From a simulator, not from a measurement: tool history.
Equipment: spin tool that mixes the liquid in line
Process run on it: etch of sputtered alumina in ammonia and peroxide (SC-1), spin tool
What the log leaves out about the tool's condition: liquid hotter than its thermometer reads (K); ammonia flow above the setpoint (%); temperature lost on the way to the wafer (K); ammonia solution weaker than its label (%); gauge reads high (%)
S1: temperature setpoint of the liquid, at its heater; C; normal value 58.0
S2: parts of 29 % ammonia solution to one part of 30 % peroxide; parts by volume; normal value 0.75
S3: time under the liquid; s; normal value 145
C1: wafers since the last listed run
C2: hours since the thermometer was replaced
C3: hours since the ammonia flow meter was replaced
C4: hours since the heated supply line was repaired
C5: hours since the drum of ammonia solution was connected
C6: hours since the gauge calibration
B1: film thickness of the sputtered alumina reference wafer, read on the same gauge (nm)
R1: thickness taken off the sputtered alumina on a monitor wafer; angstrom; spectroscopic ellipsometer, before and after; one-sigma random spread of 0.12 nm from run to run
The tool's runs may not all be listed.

Run 1, hour 0.0: usual settings; C1 0; C2 1828.6; C3 677.7; C4 1427.0; C5 300.9; C6 1054.7; B1 41.35. Result: R1 159.7 angstrom.
Run 2, hour 17.9: usual settings; C1 142; C2 1846.5; C3 695.6; C4 1444.9; C5 318.8; C6 1072.6; B1 41.37. Result: R1 161.3 angstrom.
Run 3, hour 79.8: usual settings; C1 494; C2 1908.4; C3 757.5; C4 1506.8; C5 380.7; C6 1134.5; B1 41.40. Result: R1 161.5 angstrom.
Run 4, hour 99.7: usual settings; C1 158; C2 1928.3; C3 777.4; C4 1526.7; C5 400.6; C6 1154.4; B1 41.41. Result: R1 160.8 angstrom.
Run 5, hour 130.6: usual settings but S1 64.5 C; C1 246; C2 1959.2; C3 808.3; C4 1557.6; C5 431.5; C6 1185.3; B1 41.44. Result: R1 227.5 angstrom.
Run 6, hour 159.2: usual settings but S1 52.0 C; C1 228; C2 1987.8; C3 836.9; C4 1586.2; C5 460.1; C6 1213.9; B1 41.49. Result: R1 116.7 angstrom.
At hour 160.8: gauge calibrated.
At hour 175.2: new drum of ammonia solution connected.
Run 7, hour 189.8: usual settings but S2 0.55 parts by volume, S3 80 s; C1 236; C2 2018.4; C3 867.5; C4 1616.8; C5 14.6; C6 29.0; B1 40.18. Result: R1 83.9 angstrom.
Run 8, hour 203.5: usual settings; C1 109; C2 2032.1; C3 881.2; C4 1630.5; C5 28.3; C6 42.7; B1 40.20. Result: R1 155.9 angstrom.
Run 9, hour 226.2: usual settings but S1 64.0 C, S2 0.45 parts by volume, S3 190 s; C1 181; C2 2054.8; C3 903.9; C4 1653.2; C5 51.0; C6 65.4; B1 40.25. Result: R1 264.9 angstrom.
At hour 245.0: heated supply line repaired.
Run 10, hour 252.3: usual settings but S1 66.5 C, S2 0.35 parts by volume, S3 190 s; C1 200; C2 2080.9; C3 930.0; C4 7.3; C5 77.1; C6 91.5; B1 40.27. Result: R1 291.8 angstrom.
Run 11, hour 271.7: usual settings; C1 154; C2 2100.3; C3 949.4; C4 26.7; C5 96.5; C6 110.9; B1 40.26. Result: R1 157.5 angstrom.
Run 12, hour 290.0: usual settings but S1 63.0 C, S3 190 s; C1 146; C2 2118.6; C3 967.7; C4 45.0; C5 114.8; C6 129.2; B1 40.29. Result: R1 266.5 angstrom.
Run 13, hour 392.9: usual settings but S1 51.5 C, S2 0.45 parts by volume, S3 210 s; C1 821; C2 2221.5; C3 1070.6; C4 147.9; C5 217.7; C6 232.1; B1 40.44. Result: R1 153.1 angstrom.
At hour 411.0: ammonia flow meter replaced.
Run 14, hour 411.5: usual settings; C1 140; C2 2240.1; C3 0.5; C4 166.5; C5 236.3; C6 250.7; B1 40.44. Result: R1 156.0 angstrom.
Run 15, hour 445.7: usual settings but S1 48.5 C, S2 0.85 parts by volume; C1 273; C2 2274.3; C3 34.7; C4 200.7; C5 270.5; C6 284.9; B1 40.49. Result: R1 95.5 angstrom.
At hour 462.9: thermometer replaced.
Run 16, hour 463.5: usual settings but S1 51.0 C, S2 0.45 parts by volume, S3 65 s; C1 134; C2 0.6; C3 52.5; C4 218.5; C5 288.3; C6 302.7; B1 40.52. Result: R1 46.2 angstrom.
Run 17, hour 496.0: usual settings; C1 259; C2 33.1; C3 85.0; C4 251.0; C5 320.8; C6 335.2; B1 40.52. Result: R1 159.2 angstrom.
Run 18, hour 513.7: usual settings but S3 80 s; C1 141; C2 50.8; C3 102.7; C4 268.7; C5 338.5; C6 352.9; B1 40.54. Result: R1 87.3 angstrom.
Run 19, hour 530.0: usual settings but S1 55.0 C, S2 0.40 parts by volume; C1 130; C2 67.1; C3 119.0; C4 285.0; C5 354.8; C6 369.2; B1 40.60. Result: R1 127.3 angstrom.
Run 20, hour 553.1: usual settings but S1 51.5 C, S2 0.60 parts by volume, S3 120 s; C1 184; C2 90.2; C3 142.1; C4 308.1; C5 377.9; C6 392.3; B1 40.60. Result: R1 90.3 angstrom.
Run 21, hour 646.1: usual settings but S2 0.45 parts by volume; C1 742; C2 183.2; C3 235.1; C4 401.1; C5 470.9; C6 485.3; B1 40.73. Result: R1 149.9 angstrom.
At hour 697.0: new drum of ammonia solution connected.
Run 22, hour 722.0: usual settings; C1 598; C2 259.1; C3 311.0; C4 477.0; C5 25.0; C6 561.2; B1 40.81. Result: R1 159.8 angstrom.

What will run 23 give?
Run 23, hour 746.1: usual settings but S3 190 s; C1 192; C2 283.2; C3 335.1; C4 501.1; C5 49.1; C6 585.3; B1 ?. Result: R1 ?.

{"run 23": {"B1": 40.84, "R1": 206.9}}
Without the tool's hidden state the same run would have given R1 202.8 angstrom.

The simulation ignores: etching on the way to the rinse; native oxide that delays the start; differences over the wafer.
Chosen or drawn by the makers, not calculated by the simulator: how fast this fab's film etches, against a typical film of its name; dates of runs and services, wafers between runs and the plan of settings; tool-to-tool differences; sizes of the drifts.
